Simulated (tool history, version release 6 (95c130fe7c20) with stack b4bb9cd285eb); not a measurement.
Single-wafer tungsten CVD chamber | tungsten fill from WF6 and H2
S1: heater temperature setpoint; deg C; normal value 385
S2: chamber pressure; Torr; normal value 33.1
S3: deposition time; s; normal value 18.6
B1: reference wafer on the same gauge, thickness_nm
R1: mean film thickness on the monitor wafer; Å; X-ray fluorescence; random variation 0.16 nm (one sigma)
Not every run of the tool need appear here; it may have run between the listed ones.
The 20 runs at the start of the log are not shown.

run,hour,S1,S2,S3,B1,R1
21,426.6,385,33.1,20.9,40.749,502.36
22,451,398,33.1,18.6,40.636,555.09
# hour 460.9: capacitance manometer re-zeroed and calibrated
23,476.2,381,41,19.8,40.682,485.45
# hour 488: thermocouple changed; heater temperature recalibrated
24,509.2,399,30.5,16.4,40.699,436.99
25,521.6,385,33.1,16.8,40.64,362.98
# hour 551.2: gauge calibrated
# hour 560.4: showerhead replaced
26,560.9,385,37.2,18.6,40.758,420.94
27,578.6,391,36.7,21.5,40.669,541.93
28,599.5,385,38.5,16.1,40.71,371.2
29,619.6,385,33.1,18.6,40.718,403.15
30,650.8,378,30.8,15.3,40.678,281.87
31,711.4,378,36.8,17.2,40.667,340.65
32,742.4,371,39.4,16.8,40.631,303.49
33,777,385,37.2,18.6,40.711,418.16
34,806.4,385,33.1,17.6,40.702,382.65

What if the next run were any one of these 4? Each begins from the tool's condition after run 34:
A,806.8,390,33.1,18.6,?,?
B,806.8,385,29.5,17.6,?,?
C,806.8,370,33.1,18.6,?,?
D,806.8,385,35.4,17.5,?,?

run,B1,R1
A,40.636,441.63
B,40.636,365.21
C,40.636,307.6
D,40.636,390.97
With the hidden condition removed and each run's random variation left untouched, the same runs would have given:
run,R1
A,442.19
B,365.68
C,308.01
D,391.47
